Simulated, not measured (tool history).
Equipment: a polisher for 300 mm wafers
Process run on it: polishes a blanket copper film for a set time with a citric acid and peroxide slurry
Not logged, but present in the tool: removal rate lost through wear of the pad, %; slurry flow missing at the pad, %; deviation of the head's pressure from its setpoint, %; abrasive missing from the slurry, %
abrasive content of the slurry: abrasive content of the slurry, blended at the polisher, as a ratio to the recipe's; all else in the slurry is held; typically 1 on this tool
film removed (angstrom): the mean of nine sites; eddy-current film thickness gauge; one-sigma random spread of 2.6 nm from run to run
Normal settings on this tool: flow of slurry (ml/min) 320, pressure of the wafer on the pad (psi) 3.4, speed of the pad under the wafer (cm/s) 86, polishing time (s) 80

run,hour,flow of slurry (ml/min),pressure of the wafer on the pad (psi),speed of the pad under the wafer (cm/s),abrasive content of the slurry,polishing time (s),wafers since the last listed run,wafers polished on this pad,hours since the slurry nozzle was cleaned,hours since the head pressure was calibrated,hours since the slurry blender was calibrated,"incoming thickness of the incoming film, nm",film removed (angstrom)
1,0,320,3.4,86,1,80,0,1116,508.4,390.8,149.5,685.4,1601
2,28.9,320,2.8,108,1,80,360,1476,537.3,419.7,178.4,693.8,1633
# hour 38.8: worn pad replaced by a new one
3,43.7,320,2.8,108,1,80,134,60,552.1,434.5,193.2,712.1,1643
4,63.9,320,2.8,108,1,80,251,312,572.3,454.7,213.4,698,1641
5,77.3,320,3.4,86,1,80,167,479,585.7,468.1,226.8,702.8,1556
6,94.1,320,3.4,86,1.15,80,209,689,602.5,484.9,243.6,690.3,1640
7,125.2,320,3.4,86,1.15,80,387,1077,633.6,516,274.7,702.4,1655
# hour 131.5: slurry blender recalibrated
8,143.9,320,3.4,86,1.15,80,208,1285,652.3,534.7,12.4,699.3,1748
# hour 152.2: worn pad replaced by a new one
9,178.1,320,3.4,86,0.85,80,376,322,686.5,568.9,46.6,707.5,1585
10,201.6,320,3.4,86,1,98,293,615,710,592.4,70.1,708.2,2001
11,219.8,320,3.4,86,1,80,226,842,728.2,610.6,88.3,714.1,1576
12,240.4,320,3.4,86,1,80,256,1099,748.8,631.2,108.9,707.5,1596
# hour 264.4: worn pad replaced by a new one
13,264.9,320,3.7,86,1,80,255,6,773.3,655.7,133.4,702.2,1713
14,283.4,320,4.4,76,1,104,230,237,791.8,674.2,151.9,703.2,2246
15,308.4,320,3.4,86,1,80,311,548,816.8,699.2,176.9,702,1511
16,330.5,370,4.1,66,1,97,275,824,838.9,721.3,199,693.6,1739
# hour 356.8: slurry nozzle cleaned
17,362.5,375,3.4,86,0.85,90,386,1211,5.7,753.3,231,691.5,1670
# hour 374: head pressure recalibrated
18,378.8,320,4.1,86,1,80,178,1389,22,4.8,247.3,691.6,1805
# hour 384.1: worn pad replaced by a new one
# hour 388.1: slurry blender recalibrated
19,408.2,320,2.7,74,0.75,62,291,275,51.4,34.2,20.1,710.5,852
20,441.2,370,4.1,66,1,97,411,687,84.4,67.2,53.1,691.9,1885
21,474.7,385,3.4,86,1,93,417,1104,117.9,100.7,86.6,704.5,1963
# hour 479.8: worn pad replaced by a new one
22,489.4,320,3.4,62,1,80,133,119,132.6,115.4,101.3,700.3,1164
23,506.8,240,3.4,86,0.7,62,216,336,150,132.8,118.7,689.3,1087
24,522.9,360,3.4,70,0.8,80,200,537,166.1,148.9,134.8,690.2,1214
25,539.4,320,3.4,86,1,80,205,742,182.6,165.4,151.3,697.4,1561
26,558.1,320,3.4,106,1,80,233,976,201.3,184.1,170,700.4,1961

What if the next run were any one of these 3? Each begins from the tool's condition after run 26:
A,558.5,320,3.4,86,1,87,4,981,201.7,184.5,170.4,698.3,?
B,558.5,320,3.9,86,0.8,80,4,981,201.7,184.5,170.4,698.3,?
C,558.5,320,3.4,86,1,91,4,981,201.7,184.5,170.4,698.3,?

run,film removed (angstrom)
A,1686
B,1676
C,1763
What these runs would have given with no unlogged condition in the tool:
run,film removed (angstrom)
A,1896
B,1878
C,1983

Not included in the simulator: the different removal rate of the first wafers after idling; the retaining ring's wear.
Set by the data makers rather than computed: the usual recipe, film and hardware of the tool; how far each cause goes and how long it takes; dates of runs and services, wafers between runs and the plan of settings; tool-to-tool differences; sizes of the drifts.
